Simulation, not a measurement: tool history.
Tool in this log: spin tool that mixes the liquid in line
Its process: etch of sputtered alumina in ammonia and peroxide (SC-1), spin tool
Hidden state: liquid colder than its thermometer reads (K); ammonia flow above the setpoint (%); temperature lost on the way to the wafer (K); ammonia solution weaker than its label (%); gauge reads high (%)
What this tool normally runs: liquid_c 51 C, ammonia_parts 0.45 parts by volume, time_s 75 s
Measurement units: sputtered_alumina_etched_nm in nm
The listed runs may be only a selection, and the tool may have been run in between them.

run   hour  liquid_c  ammonia_parts  time_s  wafers since the last listed run  hours since the thermometer was replaced  hours since the ammonia flow meter was replaced  hours since the heated supply line was repaired  hours since the drum of ammonia solution was connected  hours since the gauge calibration  read-back film thickness of the sputtered alumina reference wafer, read on the same gauge (nm)  sputtered_alumina_etched_nm
  1      0        51           0.35     105                                 0                                    2504.2                                           1209.2                                           1321.3                                                   574.5                              609.7                                                                                          89.943                        5.422
  2   30.7      53.5           0.45      90                               271                                    2534.9                                           1239.9                                             1352                                                   605.2                              640.4                                                                                          90.031                         5.42
  3   51.7        51           0.45      75                               185                                    2555.9                                           1260.9                                             1373                                                   626.2                              661.4                                                                                          90.009                        3.939
  4  108.5        45           0.55      30                               501                                    2612.7                                           1317.7                                           1429.8                                                     683                              718.2                                                                                          89.971                        1.131
  5  121.6        54           0.45      75                               115                                    2625.8                                           1330.8                                           1442.9                                                   696.1                              731.3                                                                                          90.023                        4.614
  6  142.4      42.5           0.45      95                               183                                    2646.6                                           1351.6                                           1463.7                                                   716.9                              752.1                                                                                          90.047                        3.077
  7    173        51            0.3      55                               270                                    2677.2                                           1382.2                                           1494.3                                                   747.5                              782.7                                                                                          89.988                        2.736
  8  194.6        56           0.45      75                               190                                    2698.8                                           1403.8                                           1515.9                                                   769.1                              804.3                                                                                          90.029                        5.135
  9    211      56.5           0.45      50                               144                                    2715.2                                           1420.2                                           1532.3                                                   785.5                              820.7                                                                                          89.995                        3.467
     238.3  -- thermometer replaced
 10  245.8        51           0.45      75                               298                                       7.5                                             1455                                           1567.1                                                   820.3                              855.5                                                                                          89.978                        3.879
 11  266.9      58.5           0.35      40                               186                                      28.6                                           1476.1                                           1588.2                                                   841.4                              876.6                                                                                          89.982                        3.041
     291.9  -- heated supply line repaired
 12  297.5      59.5           0.45      75                               261                                      59.2                                           1506.7                                              5.6                                                     872                              907.2                                                                                          89.995                        6.847
     313.7  -- ammonia flow meter replaced
 13  314.6        51           0.35      55                               142                                      76.3                                              0.9                                             22.7                                                   889.1                              924.3                                                                                          89.959                        3.147
     319.2  -- new drum of ammonia solution connected
 14  336.4        56           0.35      60                               183                                      98.1                                             22.7                                             44.5                                                    17.2                              946.1                                                                                           90.01                         4.49
     358.3  -- gauge calibrated
 15  363.9        51           0.45      75                               242                                     125.6                                             50.2                                               72                                                    44.7                                5.6                                                                                          89.977                        4.434
 16    394      54.5            0.6      45                               265                                     155.7                                             80.3                                            102.1                                                    74.8                               35.7                                                                                          89.989                        3.276
 17  416.2      53.5           0.25     100                               196                                     177.9                                            102.5                                            124.3                                                      97                               57.9                                                                                           89.96                        6.391
 18  447.7        60            0.3     100                               278                                     209.4                                              134                                            155.8                                                   128.5                               89.4                                                                                          90.044                        9.034
 19  462.8        51           0.45      75                               133                                     224.5                                            149.1                                            170.9                                                   143.6                              104.5                                                                                           89.99                        4.371
 20    493        57           0.55     110                               266                                     254.7                                            179.3                                            201.1                                                   173.8                              134.7                                                                                          89.963                        9.094
 21  519.8        51           0.25      40                               236                                     281.5                                            206.1                                            227.9                                                   200.6                              161.5                                                                                          90.011                        2.191
 22  547.1        51           0.45      75                               241                                     308.8                                            233.4                                            255.2                                                   227.9                              188.8                                                                                           89.99                        4.356
 23  580.6        51            0.6      50                               295                                     342.3                                            266.9                                            288.7                                                   261.4                              222.3                                                                                          90.028                        2.972
 24  612.4        51           0.45      35                               280                                     374.1                                            298.7                                            320.5                                                   293.2                              254.1                                                                                          89.985                        2.043

Measured less the same run without the tool's hidden state. The same run-to-run variation is in both; the gauge's scatter may not be:
run  sputtered_alumina_etched_nm
  1                       -0.688
  2                       -0.692
  3                       -0.519
  4                       -0.162
  5                       -0.627
  6                       -0.464
  7                       -0.393
  8                       -0.724
  9                       -0.492
 10                       -0.587
 11                       -0.441
 12                       -0.031
 13                       -0.019
 14                       -0.035
 15                       -0.046
 16                       -0.043
 17                       -0.093
 18                        -0.15
 19                       -0.082
 20                       -0.188
 21                       -0.052
 22                       -0.116
 23                       -0.088
 24                       -0.066
